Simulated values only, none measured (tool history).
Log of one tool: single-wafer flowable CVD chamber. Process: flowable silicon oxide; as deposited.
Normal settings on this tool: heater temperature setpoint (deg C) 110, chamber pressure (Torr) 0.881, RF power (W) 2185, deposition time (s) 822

run	day	heater temperature setpoint (deg C)	chamber pressure (Torr)	RF power (W)	deposition time (s)	read-back reference wafer on the same gauge, thickness_nm	mean film thickness on the monitor wafer (nm)
1	0.000	110	0.881	2185	822	487.455	409.188
2	0.942	110	0.881	2185	822	486.828	409.704
3	2.312	110	0.881	2185	822	486.840	409.279
4	5.958	110	0.797	1845	822	486.810	354.727
5	7.421	110	0.797	1845	822	486.991	355.770
6	8.808	110	0.797	1845	822	487.133	355.540
7	9.638	110	0.881	2185	822	487.323	407.792
8	10.708	110	0.881	2425	822	486.578	415.170
9	11.671	110	0.881	2425	822	487.142	415.990
10	12.904	121	0.881	2185	822	487.348	302.053
11	13.625	110	0.881	2185	868	486.661	431.082
12	14.888	110	0.881	2185	868	487.058	432.429
13	15.808	110	0.881	2185	822	486.974	408.264
14	17.062	110	0.881	1780	708	486.826	334.379
15	18.229	124	0.881	2590	715	486.662	252.471
16	19.671	110	0.881	2185	822	487.271	408.524
17	20.550	119	0.881	2185	982	486.952	381.892
18	21.246	110	0.881	2185	822	486.942	408.476
19	22.033	110	0.881	2185	822	486.902	408.514
20	22.754	110	0.881	2185	822	486.965	408.749
21	24.121	96	0.881	2185	822	486.800	614.639
22	24.812	116	0.881	2185	946	486.591	399.984
23	25.462	99	0.881	2020	738	487.107	497.254
24	26.921	121	0.956	2595	822	486.792	338.077
25	28.088	110	0.881	2185	822	487.480	409.895
26	29.092	117	0.881	2185	687	486.658	282.088

Put back what was entered between runs (5 entries, withheld): which listed runs does each sit between, and how does the hidden state differ from the listed run before to the listed run after?
After run 6, before run 7: capacitance manometer re-zeroed and calibrated (day 9.625)
  no difference in the tool's unlogged condition between these two runs
After run 9, before run 10: gauge calibrated (day 11.921)
  no difference in the tool's unlogged condition between these two runs
After run 12, before run 13: thermocouple changed; heater temperature recalibrated (day 15.412)
  no difference in the tool's unlogged condition between these two runs
After run 13, before run 14: showerhead replaced (day 16.304)
  no difference in the tool's unlogged condition between these two runs
After run 18, before run 19: RF generator calibrated (day 21.708)
  no difference in the tool's unlogged condition between these two runs
